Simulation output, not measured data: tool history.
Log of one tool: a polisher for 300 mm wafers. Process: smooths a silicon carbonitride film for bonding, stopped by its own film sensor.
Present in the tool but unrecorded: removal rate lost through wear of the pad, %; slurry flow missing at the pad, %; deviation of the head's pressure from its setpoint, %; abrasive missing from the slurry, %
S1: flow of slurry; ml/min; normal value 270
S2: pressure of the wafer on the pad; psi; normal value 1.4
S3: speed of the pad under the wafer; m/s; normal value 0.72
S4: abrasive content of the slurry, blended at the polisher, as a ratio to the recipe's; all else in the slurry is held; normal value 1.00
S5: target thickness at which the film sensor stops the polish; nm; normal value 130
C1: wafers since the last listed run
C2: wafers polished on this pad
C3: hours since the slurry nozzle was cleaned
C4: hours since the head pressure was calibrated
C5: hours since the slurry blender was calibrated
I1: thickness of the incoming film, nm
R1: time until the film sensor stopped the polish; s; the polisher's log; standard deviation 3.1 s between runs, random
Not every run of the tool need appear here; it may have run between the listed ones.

Run 1, hour 0.0: usual settings but S4 0.80; C1 0; C2 632; C3 55.5; C4 566.9; C5 332.5; I1 152.0. Result: R1 221.6 s.
Run 2, hour 29.9: usual settings but S4 0.80; C1 309; C2 941; C3 85.4; C4 596.8; C5 362.4; I1 151.1. Result: R1 219.4 s.
Run 3, hour 64.9: usual settings but S1 290 ml/min; C1 361; C2 1303; C3 120.4; C4 631.8; C5 397.4; I1 148.6. Result: R1 177.5 s.
At hour 75.7: slurry blender recalibrated.
Run 4, hour 97.5: usual settings but S1 290 ml/min; C1 316; C2 1619; C3 153.0; C4 664.4; C5 21.8; I1 147.4. Result: R1 167.2 s.
At hour 125.1: worn pad replaced by a new one.
Run 5, hour 125.6: usual settings but S1 290 ml/min; C1 249; C2 5; C3 181.1; C4 692.5; C5 49.9; I1 150.6. Result: R1 192.8 s.
Run 6, hour 197.5: usual settings; C1 743; C2 748; C3 253.0; C4 764.4; C5 121.8; I1 152.5. Result: R1 215.5 s.
Run 7, hour 222.0: usual settings; C1 253; C2 1001; C3 277.5; C4 788.9; C5 146.3; I1 151.5. Result: R1 208.3 s.
Run 8, hour 249.8: usual settings; C1 287; C2 1289; C3 305.3; C4 816.7; C5 174.1; I1 152.4. Result: R1 218.1 s.
Run 9, hour 317.3: usual settings but S3 0.58 m/s; C1 697; C2 1986; C3 372.8; C4 884.2; C5 241.6; I1 150.9. Result: R1 242.9 s.
At hour 326.7: worn pad replaced by a new one.
Run 10, hour 335.5: usual settings but S3 0.58 m/s; C1 146; C2 91; C3 391.0; C4 902.4; C5 259.8; I1 150.9. Result: R1 243.3 s.
Run 11, hour 348.8: usual settings but S3 0.58 m/s; C1 137; C2 228; C3 404.3; C4 915.7; C5 273.1; I1 149.7. Result: R1 230.8 s.
Run 12, hour 379.7: usual settings; C1 319; C2 547; C3 435.2; C4 946.6; C5 304.0; I1 149.2. Result: R1 190.0 s.
Run 13, hour 396.9: usual settings but S1 315 ml/min, S5 125 nm; C1 177; C2 725; C3 452.4; C4 963.8; C5 321.2; I1 147.6. Result: R1 222.7 s.
Run 14, hour 421.9: usual settings but S1 330 ml/min; C1 258; C2 984; C3 477.4; C4 988.8; C5 346.2; I1 150.7. Result: R1 195.9 s.
At hour 448.8: slurry blender recalibrated.
Run 15, hour 449.3: usual settings; C1 262; C2 1246; C3 504.8; C4 1016.2; C5 0.5; I1 150.4. Result: R1 206.4 s.

Run 16 comes next. What will it give?
Run 16, hour 473.3: usual settings but S2 1.0 psi, S3 0.54 m/s, S4 0.75, S5 133 nm; C1 248; C2 1494; C3 528.8; C4 1040.2; C5 24.5; I1 148.1. Result: R1 ?.

R1: 261.3 s
With no hidden state in the tool, this same run would have given R1 241.4 s.

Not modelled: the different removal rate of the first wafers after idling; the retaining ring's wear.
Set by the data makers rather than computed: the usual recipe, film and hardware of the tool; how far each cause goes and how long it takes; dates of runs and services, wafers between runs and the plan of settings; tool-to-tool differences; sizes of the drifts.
